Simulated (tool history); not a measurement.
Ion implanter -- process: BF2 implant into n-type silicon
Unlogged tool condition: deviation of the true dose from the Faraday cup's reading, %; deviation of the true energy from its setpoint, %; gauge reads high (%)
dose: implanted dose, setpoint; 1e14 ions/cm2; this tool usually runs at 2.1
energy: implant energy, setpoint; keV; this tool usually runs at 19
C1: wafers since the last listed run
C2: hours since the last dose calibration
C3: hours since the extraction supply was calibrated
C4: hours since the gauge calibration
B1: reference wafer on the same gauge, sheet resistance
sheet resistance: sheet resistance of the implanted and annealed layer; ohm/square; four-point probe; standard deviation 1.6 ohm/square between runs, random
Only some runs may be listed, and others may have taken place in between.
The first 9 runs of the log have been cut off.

run 10 hour=107.3 | dose=2.1 energy=19 | C1=225 C2=1208.6 C3=3867.4 C4=247.3 | B1=545.34 | sheet_resistance=548.68
run 11 hour=114 | dose=2.1 energy=19 | C1=236 C2=1215.3 C3=3874.1 C4=254 | B1=546.4 | sheet_resistance=549.92
run 12 hour=126.2 | dose=1.65 energy=21 | C1=430 C2=1227.5 C3=3886.3 C4=266.2 | B1=546.15 | sheet_resistance=677.02
run 13 hour=150.5 | dose=1.65 energy=21 | C1=857 C2=1251.8 C3=3910.6 C4=290.5 | B1=545.48 | sheet_resistance=676.3
run 14 hour=156.7 | dose=2.1 energy=19 | C1=218 C2=1258 C3=3916.8 C4=296.7 | B1=545.74 | sheet_resistance=550.46
run 15 hour=162.9 | dose=2.56 energy=19 | C1=218 C2=1264.2 C3=3923 C4=302.9 | B1=546.23 | sheet_resistance=467.07
run 16 hour=173.3 | dose=2.56 energy=19 | C1=367 C2=1274.6 C3=3933.4 C4=313.3 | B1=546.31 | sheet_resistance=467.28
run 17 hour=187 | dose=2.1 energy=19 | C1=483 C2=1288.3 C3=3947.1 C4=327 | B1=546.01 | sheet_resistance=550.28
run 18 hour=204.4 | dose=2.1 energy=19 | C1=614 C2=1305.7 C3=3964.5 C4=344.4 | B1=545.87 | sheet_resistance=555.11
run 19 hour=214.7 | dose=1.5 energy=23 | C1=363 C2=1316 C3=3974.8 C4=354.7 | B1=545.12 | sheet_resistance=724.61
run 20 hour=227 | dose=2.1 energy=19 | C1=434 C2=1328.3 C3=3987.1 C4=367 | B1=546.38 | sheet_resistance=548.49
run 21 hour=236.8 | dose=2.57 energy=19 | C1=345 C2=1338.1 C3=3996.9 C4=376.8 | B1=546.26 | sheet_resistance=465.56
run 22 hour=247.5 | dose=2.28 energy=15 | C1=377 C2=1348.8 C3=4007.6 C4=387.5 | B1=545.98 | sheet_resistance=531.04
run 23 hour=257.6 | dose=2.1 energy=15 | C1=356 C2=1358.9 C3=4017.7 C4=397.6 | B1=546.02 | sheet_resistance=567.41
run 24 hour=266.7 | dose=2.1 energy=22 | C1=321 C2=1368 C3=4026.8 C4=406.7 | B1=545.97 | sheet_resistance=548.73
-- hour=282.2 Faraday cup replaced and dose calibrated
-- hour=285.3 extraction supply calibrated
run 25 hour=285.8 | dose=2.3 energy=16.5 | C1=280 C2=3.6 C3=0.5 C4=425.8 | B1=546.36 | sheet_resistance=482.35
run 26 hour=287.5 | dose=1.78 energy=14.5 | C1=60 C2=5.3 C3=2.2 C4=427.5 | B1=546 | sheet_resistance=610.24
-- hour=290.9 gauge calibrated
run 27 hour=298.3 | dose=2.44 energy=15 | C1=381 C2=16.1 C3=13 C4=7.4 | B1=545.65 | sheet_resistance=464.93
run 28 hour=311.6 | dose=1.52 energy=21.5 | C1=469 C2=29.4 C3=26.3 C4=20.7 | B1=546.65 | sheet_resistance=665.81
run 29 hour=327.7 | dose=2.1 energy=19 | C1=568 C2=45.5 C3=42.4 C4=36.8 | B1=545.75 | sheet_resistance=510.34
-- hour=345.1 Faraday cup replaced and dose calibrated, repeated, since the last time left the tool worse
run 30 hour=373.5 | dose=1.74 energy=23 | C1=1334 C2=28.4 C3=88.2 C4=82.6 | B1=546.08 | sheet_resistance=623.19
run 31 hour=381.1 | dose=2.46 energy=22 | C1=268 C2=36 C3=95.8 C4=90.2 | B1=546.72 | sheet_resistance=466.11
run 32 hour=392.5 | dose=2.1 energy=25.5 | C1=402 C2=47.4 C3=107.2 C4=101.6 | B1=545.53 | sheet_resistance=528.83
run 33 hour=402.9 | dose=1.61 energy=23.5 | C1=367 C2=57.8 C3=117.6 C4=112 | B1=545.91 | sheet_resistance=664.68

Run 34 is up next; what results do you expect?
run 34 hour=417 | dose=2.1 energy=19 | C1=497 C2=71.9 C3=131.7 C4=126.1 | B1=? | sheet_resistance=?

B1: 545.7
sheet resistance: 543.74 ohm/square
Minus the tool's unlogged condition, the same run would have read sheet resistance 540.76 ohm/square.
